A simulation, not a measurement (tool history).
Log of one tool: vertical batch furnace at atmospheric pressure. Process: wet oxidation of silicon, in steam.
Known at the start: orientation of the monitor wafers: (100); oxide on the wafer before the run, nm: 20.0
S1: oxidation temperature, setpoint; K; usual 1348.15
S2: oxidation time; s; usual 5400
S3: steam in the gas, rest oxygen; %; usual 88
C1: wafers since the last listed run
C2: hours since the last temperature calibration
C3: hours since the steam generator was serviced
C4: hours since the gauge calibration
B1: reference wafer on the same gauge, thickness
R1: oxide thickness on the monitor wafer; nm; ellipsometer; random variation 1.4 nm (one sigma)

run   hour       S1    S2  S3    C1      C2      C3     C4      B1      R1
  1    0.0  1348.15  5400  88     0  3149.9  3796.1  139.5  623.96  718.39
  2   31.3  1348.15  5400  88   370  3181.2  3827.4  170.8  624.28  717.60
  3   45.8  1348.15  5400  88   171  3195.7  3841.9  185.3  623.90  718.42
  4   58.5  1348.15  5400  88   150  3208.4  3854.6  198.0  623.85  718.06
  5   78.9  1348.15  5400  88   241  3228.8  3875.0  218.4  623.69  718.14
  6   95.8  1348.15  5400  88   200  3245.7  3891.9  235.3  623.93  717.00
  7  111.1  1348.15  5400  88   181  3261.0  3907.2  250.6  623.94  715.06
  8  133.2  1348.15  5400  88   261  3283.1  3929.3  272.7  623.74  716.24
  9  158.8  1348.15  5400  88   303  3308.7  3954.9  298.3  623.90  714.91
 10  184.9  1348.15  5400  88   309  3334.8  3981.0  324.4  623.75  714.27
 11  204.5  1348.15  5400  88   232  3354.4  4000.6  344.0  624.04  716.13
 12  226.3  1348.15  5400  88   258  3376.2  4022.4  365.8  623.99  717.89
 13  243.4  1348.15  5400  88   202  3393.3  4039.5  382.9  624.29  717.33
 14  265.7  1348.15  5400  83   264  3415.6  4061.8  405.2  623.94  696.31
     291.5  -- steam generator serviced
 15  292.0  1370.15  4380  88    27  3441.9     0.5  431.5  624.35  692.96
     323.9  -- thermocouples replaced and temperature profile calibrated
 16  324.4  1348.15  5400  88    99     0.5    32.9  463.9  624.19  718.92
 17  330.9  1340.15  3180  77    76     7.0    39.4  470.4  624.09  470.61
 18  350.5  1348.15  4620  78   232    26.6    59.0  490.0  624.01  615.12
     426.9  -- gauge calibrated
 19  445.2  1348.15  5400  77  1121   121.3   153.7   18.3  624.00  664.61
 20  473.3  1324.15  5400  85   332   149.4   181.8   46.4  623.77  630.12
 21  507.6  1348.15  7080  97   406   183.7   216.1   80.7  623.93  880.20
 22  525.9  1339.15  2730  97   216   202.0   234.4   99.0  623.75  490.56
 23  553.5  1348.15  2970  88   326   229.6   262.0  126.6  624.00  508.18
 24  576.6  1348.15  5400  88   273   252.7   285.1  149.7  624.12  719.57
 25  605.0  1368.15  3900  97   336   281.1   313.5  178.1  624.60  681.17
 26  618.1  1348.15  5400  82   155   294.2   326.6  191.2  624.26  688.94
 27  637.5  1348.15  5400  88   229   313.6   346.0  210.6  623.98  716.84
 28  654.1  1348.15  5400  88   196   330.2   362.6  227.2  624.13  717.39
 29  688.5  1348.15  5400  88   407   364.6   397.0  261.6  624.23  715.23

The tool's hidden state at each run:
true tube temperature minus thermocouple reading, K: 0 in every run
steam share off its setpoint, % of the setpoint: 0 in every run
gauge reads high (%): 0 in every run
